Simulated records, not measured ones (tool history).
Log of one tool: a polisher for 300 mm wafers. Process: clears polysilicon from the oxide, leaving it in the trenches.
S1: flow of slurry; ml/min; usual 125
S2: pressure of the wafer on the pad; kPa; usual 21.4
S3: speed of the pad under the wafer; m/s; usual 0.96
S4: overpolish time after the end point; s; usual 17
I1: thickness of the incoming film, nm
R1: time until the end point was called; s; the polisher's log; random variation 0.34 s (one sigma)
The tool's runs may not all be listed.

run,day,S1,S2,S3,S4,I1,R1
1,0,125,21.4,0.96,17,483.2,26.8
2,2.729,125,21.4,0.96,17,474.1,26.8
3,7.117,125,21.4,0.96,17,483.1,27.6
4,8.729,125,21.4,0.96,17,483.3,28.4
5,13,125,27.6,0.96,17,478.2,22.6
# day 13.162: slurry nozzle cleaned
6,16.321,125,27.6,0.96,17,475.3,22.8
# day 17.538: worn pad replaced by a new one, of another model than before
7,19.071,125,21.4,0.96,17,476.8,26.4
# day 22.879: head pressure recalibrated
8,23.112,125,21.4,0.96,17,478.2,27.3
9,27.521,125,21.4,0.96,17,477.3,27.3
# day 28.467: slurry nozzle cleaned
10,31.479,125,21.4,0.96,17,477.4,27.9
# day 32.725: worn pad replaced by a new one
11,33.892,125,21.4,0.96,17,488.7,26.7
12,35.504,125,21.4,0.96,17,480.7,26.5
13,38.958,100,21.4,0.96,17,473.3,27.1
14,42.142,140,21.4,0.96,24,481.6,27.2
15,45.146,125,21.4,0.96,17,476.6,27.5
# day 46.521: slurry nozzle cleaned
16,46.971,140,21.4,0.78,17,474.6,30.3
# day 50.521: worn pad replaced by a new one
# day 54.867: head pressure recalibrated
17,56.15,90,21.4,0.8,17,478.5,31.8
18,59.371,110,21.4,0.96,17,473.4,26.9
19,61.825,125,21.4,0.96,17,481.9,28.2
# day 63.308: slurry nozzle cleaned
# day 64.888: worn pad replaced by a new one
20,65.342,125,21.4,0.96,17,481.7,26.9
21,68.754,125,21.4,0.96,17,476.1,27.1
22,72.946,90,17.9,0.66,17,487.6,38.8
23,77.421,150,21.4,0.76,17,480.3,30.6
# day 80.558: slurry nozzle cleaned
24,80.992,125,25.5,0.96,12,481.3,25.6
# day 81.317: worn pad replaced by a new one
25,84,125,21.4,0.96,17,478.3,27.2

The same runs without the tool's hidden state, with the same run-to-run variation:
The hidden state here: removal rate lost through wear of the pad, %; slurry flow missing at the pad, %; deviation of the head's pressure from its setpoint, %.
run,R1
1,26.5
2,26.4
3,26.8
4,27.3
5,21
6,20.4
7,26.3
8,26.9
9,26.4
10,26.2
11,26.5
12,26.3
13,26.7
14,26.3
15,26
16,28.3
17,31.4
18,26.2
19,27.1
20,26.9
21,27
22,38
23,29.1
24,23.6
25,27.1

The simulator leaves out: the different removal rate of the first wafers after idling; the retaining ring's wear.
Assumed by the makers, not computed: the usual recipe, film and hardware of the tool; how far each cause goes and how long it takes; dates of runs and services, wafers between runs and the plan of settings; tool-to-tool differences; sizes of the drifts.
